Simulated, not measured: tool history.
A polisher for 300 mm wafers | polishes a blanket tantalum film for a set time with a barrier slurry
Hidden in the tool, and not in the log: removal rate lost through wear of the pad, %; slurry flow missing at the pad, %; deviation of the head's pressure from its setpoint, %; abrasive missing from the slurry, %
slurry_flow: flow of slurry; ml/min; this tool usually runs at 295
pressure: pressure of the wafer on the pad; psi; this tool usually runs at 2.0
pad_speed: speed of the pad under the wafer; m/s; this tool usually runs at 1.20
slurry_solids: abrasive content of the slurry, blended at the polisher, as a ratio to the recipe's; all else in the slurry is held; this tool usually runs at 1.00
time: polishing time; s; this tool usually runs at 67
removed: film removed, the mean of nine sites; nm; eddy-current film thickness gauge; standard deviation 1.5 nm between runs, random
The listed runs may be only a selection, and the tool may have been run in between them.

| run | hour | slurry_flow | pressure | pad_speed | slurry_solids | time | wafers since the last listed run | wafers polished on this pad | hours since the slurry nozzle was cleaned | hours since the head pressure was calibrated | hours since the slurry blender was calibrated | incoming thickness of the incoming film, nm | removed |
|---|---|---|---|---|---|---|---|---|---|---|---|---|---|
| 1 | 0.0 | 295 | 2.0 | 1.00 | 1.00 | 67 | 0 | 307 | 4.6 | 367.5 | 217.2 | 391.0 | 86.3 |
|  | 26.0 | slurry blender recalibrated |
| 2 | 37.4 | 295 | 2.0 | 1.20 | 1.00 | 67 | 332 | 639 | 42.0 | 404.9 | 11.4 | 391.4 | 110.3 |
| 3 | 107.4 | 295 | 2.0 | 1.20 | 1.00 | 67 | 657 | 1297 | 112.0 | 474.9 | 81.4 | 393.1 | 104.1 |
|  | 156.5 | worn pad replaced by a new one |
| 4 | 161.0 | 295 | 2.0 | 1.20 | 1.00 | 67 | 465 | 41 | 165.6 | 528.5 | 135.0 | 387.3 | 98.7 |
| 5 | 202.1 | 295 | 2.0 | 1.20 | 1.00 | 67 | 385 | 427 | 206.7 | 569.6 | 176.1 | 393.9 | 98.2 |
|  | 263.0 | slurry blender recalibrated |
| 6 | 263.9 | 295 | 2.0 | 1.20 | 1.00 | 67 | 561 | 989 | 268.5 | 631.4 | 0.9 | 389.8 | 107.4 |
|  | 305.5 | head pressure recalibrated |
| 7 | 315.4 | 295 | 2.0 | 1.20 | 1.00 | 67 | 464 | 1453 | 320.0 | 9.9 | 52.4 | 393.3 | 110.0 |
|  | 326.5 | worn pad replaced by a new one |
|  | 331.3 | slurry nozzle cleaned |
| 8 | 376.9 | 295 | 2.0 | 1.20 | 1.00 | 67 | 530 | 464 | 45.6 | 71.4 | 113.9 | 394.4 | 103.8 |
| 9 | 416.0 | 295 | 2.0 | 1.20 | 1.00 | 67 | 367 | 831 | 84.7 | 110.5 | 153.0 | 385.5 | 100.6 |
| 10 | 443.4 | 295 | 2.0 | 1.20 | 1.00 | 54 | 257 | 1088 | 112.1 | 137.9 | 180.4 | 388.1 | 81.7 |
| 11 | 470.1 | 295 | 1.7 | 1.20 | 1.00 | 45 | 250 | 1339 | 138.8 | 164.6 | 207.1 | 389.6 | 60.3 |
|  | 489.0 | slurry blender recalibrated |
|  | 538.7 | worn pad replaced by a new one |
| 12 | 540.1 | 295 | 2.0 | 1.20 | 1.00 | 67 | 600 | 13 | 208.8 | 234.6 | 51.1 | 390.3 | 106.8 |
| 13 | 575.1 | 215 | 2.0 | 1.58 | 1.15 | 55 | 328 | 342 | 243.8 | 269.6 | 86.1 | 394.3 | 105.8 |
| 14 | 604.1 | 295 | 2.0 | 1.20 | 1.00 | 67 | 272 | 614 | 272.8 | 298.6 | 115.1 | 385.2 | 102.8 |
|  | 618.6 | slurry nozzle cleaned |
| 15 | 657.3 | 295 | 2.0 | 1.20 | 1.00 | 67 | 490 | 1104 | 38.7 | 351.8 | 168.3 | 395.3 | 99.4 |
| 16 | 683.3 | 295 | 2.5 | 1.04 | 1.15 | 85 | 244 | 1348 | 64.7 | 377.8 | 194.3 | 390.2 | 136.2 |
|  | 722.0 | slurry blender recalibrated |
|  | 741.5 | worn pad replaced by a new one |
| 17 | 744.5 | 270 | 2.0 | 1.20 | 1.25 | 53 | 518 | 28 | 125.9 | 439.0 | 22.5 | 389.6 | 91.2 |
| 18 | 815.5 | 295 | 1.3 | 1.20 | 1.00 | 67 | 666 | 694 | 196.9 | 510.0 | 93.5 | 391.0 | 80.6 |
| 19 | 855.5 | 295 | 2.0 | 1.20 | 1.00 | 67 | 375 | 1070 | 236.9 | 550.0 | 133.5 | 383.7 | 96.0 |
| 20 | 910.5 | 295 | 2.6 | 1.20 | 0.85 | 67 | 516 | 1586 | 291.9 | 605.0 | 188.5 | 392.2 | 106.2 |
|  | 926.5 | worn pad replaced by a new one |
| 21 | 942.2 | 295 | 2.0 | 1.20 | 0.90 | 57 | 260 | 147 | 323.6 | 636.7 | 220.2 | 393.5 | 77.3 |

What if the next run were any one of these 3? Each begins from the tool's condition after run 21:
| A | 942.6 | 370 | 2.0 | 1.20 | 1.00 | 67 | 3 | 151 | 324.0 | 637.1 | 220.6 | 391.2 | ? |
| B | 942.6 | 295 | 2.0 | 1.20 | 1.10 | 67 | 3 | 151 | 324.0 | 637.1 | 220.6 | 391.2 | ? |
| C | 942.6 | 295 | 2.0 | 1.20 | 1.25 | 67 | 3 | 151 | 324.0 | 637.1 | 220.6 | 391.2 | ? |

| run | removed |
|---|---|
| A | 95.4 |
| B | 97.5 |
| C | 101.8 |
With the hidden condition removed and each run's random variation left untouched, the same runs would have given:
| run | removed |
|---|---|
| A | 117.1 |
| B | 118.6 |
| C | 122.5 |

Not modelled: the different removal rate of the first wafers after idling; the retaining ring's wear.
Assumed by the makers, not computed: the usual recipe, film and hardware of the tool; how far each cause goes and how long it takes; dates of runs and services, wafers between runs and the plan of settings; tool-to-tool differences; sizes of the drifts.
